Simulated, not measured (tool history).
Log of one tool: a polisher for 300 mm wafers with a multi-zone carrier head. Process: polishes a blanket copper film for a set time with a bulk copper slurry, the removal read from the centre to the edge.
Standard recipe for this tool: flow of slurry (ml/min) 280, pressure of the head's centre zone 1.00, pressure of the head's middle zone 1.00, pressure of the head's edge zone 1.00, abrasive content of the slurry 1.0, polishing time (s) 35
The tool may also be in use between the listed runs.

| run | hour | flow of slurry (ml/min) | pressure of the head's centre zone | pressure of the head's middle zone | pressure of the head's edge zone | abrasive content of the slurry | polishing time (s) | incoming thickness of the incoming film, nm | film removed at the wafer's centre (nm) | film removed at mid-radius (nm) | film removed at the wafer's edge (nm) |
|---|---|---|---|---|---|---|---|---|---|---|---|
| 1 | 0.0 | 230 | 1.00 | 1.00 | 1.06 | 1.0 | 35 | 4640.8 | 259.6 | 257.9 | 269.9 |
| 2 | 7.0 | 230 | 1.00 | 1.00 | 1.06 | 1.0 | 35 | 4725.2 | 253.5 | 258.0 | 270.4 |
| 3 | 18.6 | 205 | 1.00 | 1.00 | 1.00 | 1.0 | 39 | 4689.5 | 280.4 | 277.3 | 290.1 |
| 4 | 28.2 | 280 | 1.00 | 1.00 | 1.00 | 1.0 | 35 | 4748.7 | 265.3 | 267.0 | 265.9 |
| 5 | 38.7 | 280 | 1.00 | 1.00 | 1.00 | 0.8 | 35 | 4629.8 | 248.5 | 249.5 | 245.6 |
| 6 | 53.0 | 340 | 1.11 | 1.00 | 1.07 | 1.0 | 35 | 4599.1 | 302.1 | 274.8 | 286.8 |
|  | 58.5 | edge zone pressure recalibrated |
|  | 66.3 | worn pad replaced by a new one |
| 7 | 66.8 | 280 | 1.00 | 1.00 | 1.00 | 1.0 | 35 | 4643.9 | 256.4 | 266.0 | 265.0 |
|  | 81.9 | slurry nozzle cleaned |
| 8 | 82.4 | 280 | 1.00 | 0.95 | 1.00 | 1.0 | 35 | 4653.6 | 274.3 | 268.1 | 277.7 |
|  | 93.3 | carrier head's membrane replaced by a new one |
| 9 | 93.8 | 280 | 1.00 | 1.00 | 1.00 | 1.0 | 35 | 4632.1 | 272.8 | 283.9 | 273.2 |
| 10 | 102.4 | 280 | 1.04 | 1.00 | 1.08 | 1.0 | 35 | 4547.9 | 286.2 | 276.0 | 286.3 |
| 11 | 109.6 | 200 | 1.00 | 1.00 | 1.05 | 0.8 | 35 | 4573.6 | 243.8 | 245.9 | 251.5 |
| 12 | 124.0 | 355 | 1.00 | 1.00 | 1.00 | 1.0 | 42 | 4676.8 | 333.9 | 344.4 | 339.5 |
| 13 | 140.7 | 340 | 1.11 | 1.00 | 1.07 | 1.0 | 35 | 4647.8 | 311.1 | 284.2 | 287.1 |
| 14 | 156.8 | 280 | 1.00 | 1.00 | 1.00 | 1.0 | 44 | 4712.2 | 349.6 | 352.9 | 344.0 |
| 15 | 162.9 | 280 | 1.00 | 1.06 | 1.00 | 1.0 | 26 | 4675.4 | 202.2 | 217.2 | 201.5 |
|  | 178.4 | worn pad replaced by a new one |
| 16 | 178.9 | 280 | 1.00 | 1.00 | 1.00 | 1.0 | 35 | 4560.7 | 275.3 | 282.8 | 274.2 |
| 17 | 188.9 | 330 | 0.94 | 1.05 | 1.00 | 0.8 | 35 | 4735.1 | 241.2 | 275.6 | 261.8 |
| 18 | 196.8 | 315 | 1.00 | 1.00 | 1.00 | 1.0 | 23 | 4598.0 | 179.1 | 188.1 | 179.7 |
| 19 | 210.3 | 340 | 1.11 | 1.00 | 1.07 | 1.0 | 35 | 4653.6 | 309.1 | 286.5 | 287.3 |
| 20 | 226.0 | 280 | 1.00 | 1.00 | 0.90 | 0.9 | 35 | 4672.1 | 265.9 | 269.7 | 251.4 |
| 21 | 240.1 | 280 | 1.08 | 0.95 | 0.89 | 1.0 | 40 | 4592.8 | 337.0 | 304.5 | 300.2 |

5 options for the next run, each taken on its own from the tool as it stands now. Forecast them:
| A | 240.5 | 280 | 1.00 | 1.00 | 1.00 | 1.0 | 35 | 4606.8 | ? | ? | ? |
| B | 240.5 | 330 | 0.97 | 0.93 | 1.00 | 0.9 | 35 | 4606.8 | ? | ? | ? |
| C | 240.5 | 200 | 1.00 | 1.00 | 1.10 | 1.0 | 35 | 4606.8 | ? | ? | ? |
| D | 240.5 | 280 | 1.00 | 1.10 | 0.91 | 1.0 | 28 | 4606.8 | ? | ? | ? |
| E | 240.5 | 280 | 1.00 | 0.90 | 0.91 | 1.0 | 35 | 4606.8 | ? | ? | ? |

| run | film removed at the wafer's centre (nm) | film removed at mid-radius (nm) | film removed at the wafer's edge (nm) |
|---|---|---|---|
| A | 272.9 | 281.2 | 273.9 |
| B | 260.8 | 260.5 | 268.6 |
| C | 258.2 | 267.5 | 276.6 |
| D | 218.5 | 244.0 | 209.3 |
| E | 272.7 | 257.5 | 262.3 |
Without the tool's hidden state the same runs would have given:
| run | film removed at the wafer's centre (nm) | film removed at mid-radius (nm) | film removed at the wafer's edge (nm) |
|---|---|---|---|
| A | 284.5 | 282.6 | 274.9 |
| B | 271.6 | 261.5 | 269.5 |
| C | 269.8 | 269.4 | 278.1 |
| D | 227.7 | 245.2 | 210.1 |
| E | 284.3 | 258.8 | 263.3 |
